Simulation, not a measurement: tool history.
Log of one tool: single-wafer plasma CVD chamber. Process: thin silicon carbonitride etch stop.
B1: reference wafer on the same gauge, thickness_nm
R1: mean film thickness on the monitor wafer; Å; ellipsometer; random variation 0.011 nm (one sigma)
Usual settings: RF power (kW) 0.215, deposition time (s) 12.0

{"run": 1, "day": 0.0, "RF power (kW)": 0.215, "deposition time (s)": 12.0, "B1": 6.002, "R1": 71.95}
{"run": 2, "day": 0.592, "RF power (kW)": 0.215, "deposition time (s)": 12.0, "B1": 6.001, "R1": 72.1}
{"run": 3, "day": 1.788, "RF power (kW)": 0.215, "deposition time (s)": 12.0, "B1": 6.001, "R1": 72.11}
{"run": 4, "day": 2.412, "RF power (kW)": 0.215, "deposition time (s)": 12.0, "B1": 6.004, "R1": 71.96}
{"run": 5, "day": 2.954, "RF power (kW)": 0.215, "deposition time (s)": 12.0, "B1": 6.0, "R1": 72.04}
{"run": 6, "day": 3.7, "RF power (kW)": 0.215, "deposition time (s)": 12.0, "B1": 5.995, "R1": 72.19}
{"run": 7, "day": 4.375, "RF power (kW)": 0.215, "deposition time (s)": 12.0, "B1": 6.001, "R1": 72.26}
{"run": 8, "day": 6.542, "RF power (kW)": 0.215, "deposition time (s)": 12.0, "B1": 6.003, "R1": 72.24}
{"run": 9, "day": 6.867, "RF power (kW)": 0.215, "deposition time (s)": 12.0, "B1": 5.997, "R1": 72.08}
{"day": 7.496, "done": "showerhead replaced"}
{"run": 10, "day": 7.512, "RF power (kW)": 0.215, "deposition time (s)": 12.0, "B1": 6.005, "R1": 72.01}
{"run": 11, "day": 7.996, "RF power (kW)": 0.215, "deposition time (s)": 12.0, "B1": 5.996, "R1": 71.94}
{"run": 12, "day": 8.375, "RF power (kW)": 0.24, "deposition time (s)": 12.0, "B1": 5.996, "R1": 74.53}
{"run": 13, "day": 10.146, "RF power (kW)": 0.24, "deposition time (s)": 12.0, "B1": 5.996, "R1": 74.29}
{"run": 14, "day": 10.775, "RF power (kW)": 0.24, "deposition time (s)": 12.0, "B1": 5.994, "R1": 74.3}
{"day": 11.208, "done": "RF generator calibrated"}
{"day": 11.308, "done": "gauge calibrated"}
{"run": 15, "day": 11.492, "RF power (kW)": 0.215, "deposition time (s)": 12.0, "B1": 6.003, "R1": 73.98}
{"run": 16, "day": 12.021, "RF power (kW)": 0.215, "deposition time (s)": 12.0, "B1": 5.999, "R1": 73.87}
{"run": 17, "day": 12.454, "RF power (kW)": 0.175, "deposition time (s)": 12.6, "B1": 5.999, "R1": 72.79}
{"run": 18, "day": 12.954, "RF power (kW)": 0.175, "deposition time (s)": 12.8, "B1": 5.999, "R1": 74.11}
{"run": 19, "day": 13.246, "RF power (kW)": 0.195, "deposition time (s)": 14.2, "B1": 6.001, "R1": 84.69}
{"day": 13.583, "done": "thermocouple changed; heater temperature recalibrated"}
{"run": 20, "day": 13.604, "RF power (kW)": 0.175, "deposition time (s)": 14.2, "B1": 5.998, "R1": 82.09}
{"run": 21, "day": 13.879, "RF power (kW)": 0.215, "deposition time (s)": 12.0, "B1": 5.999, "R1": 73.81}
{"run": 22, "day": 15.75, "RF power (kW)": 0.18, "deposition time (s)": 10.8, "B1": 6.002, "R1": 62.89}
{"run": 23, "day": 16.083, "RF power (kW)": 0.215, "deposition time (s)": 11.0, "B1": 5.999, "R1": 67.55}
{"run": 24, "day": 16.367, "RF power (kW)": 0.25, "deposition time (s)": 12.0, "B1": 6.004, "R1": 77.07}
{"run": 25, "day": 17.425, "RF power (kW)": 0.215, "deposition time (s)": 10.1, "B1": 5.997, "R1": 61.87}
{"run": 26, "day": 18.071, "RF power (kW)": 0.2, "deposition time (s)": 12.0, "B1": 6.001, "R1": 71.95}
{"run": 27, "day": 18.762, "RF power (kW)": 0.25, "deposition time (s)": 12.0, "B1": 5.998, "R1": 76.93}
{"run": 28, "day": 19.258, "RF power (kW)": 0.255, "deposition time (s)": 14.1, "B1": 5.999, "R1": 90.64}
{"run": 29, "day": 19.838, "RF power (kW)": 0.205, "deposition time (s)": 11.0, "B1": 5.998, "R1": 66.47}
{"run": 30, "day": 20.7, "RF power (kW)": 0.255, "deposition time (s)": 12.0, "B1": 5.999, "R1": 77.32}
{"run": 31, "day": 21.35, "RF power (kW)": 0.175, "deposition time (s)": 12.0, "B1": 6.002, "R1": 69.07}
{"run": 32, "day": 21.662, "RF power (kW)": 0.215, "deposition time (s)": 12.0, "B1": 5.997, "R1": 73.37}

Some steps in R1 between neighbouring runs. How much of each would the tool show without its hidden state too (settings, what came in, random variation), and how much is left for the hidden state, with any gauge scatter that isn't in both results?
The hidden state here: wafer temperature above the value expected at the setpoint (K); delivered RF power above the setpoint (%); gauge reads high (%).
Run 14 -> 15: RF power (kW) 0.240 -> 0.215, RF generator calibrated, gauge calibrated. R1 -0.32 Å: hidden state +2.04, all else -2.36.
Run 24 -> 25: RF power (kW) 0.250 -> 0.215, deposition time (s) 12.0 -> 10.1. R1 -15.20 Å: hidden state +0.02, all else -15.22.
Run 27 -> 28: RF power (kW) 0.250 -> 0.255, deposition time (s) 12.0 -> 14.1. R1 +13.71 Å: hidden state -0.12, all else +13.83.
Run 28 -> 29: RF power (kW) 0.255 -> 0.205, deposition time (s) 14.1 -> 11.0. R1 -24.17 Å: hidden state +0.14, all else -24.31.
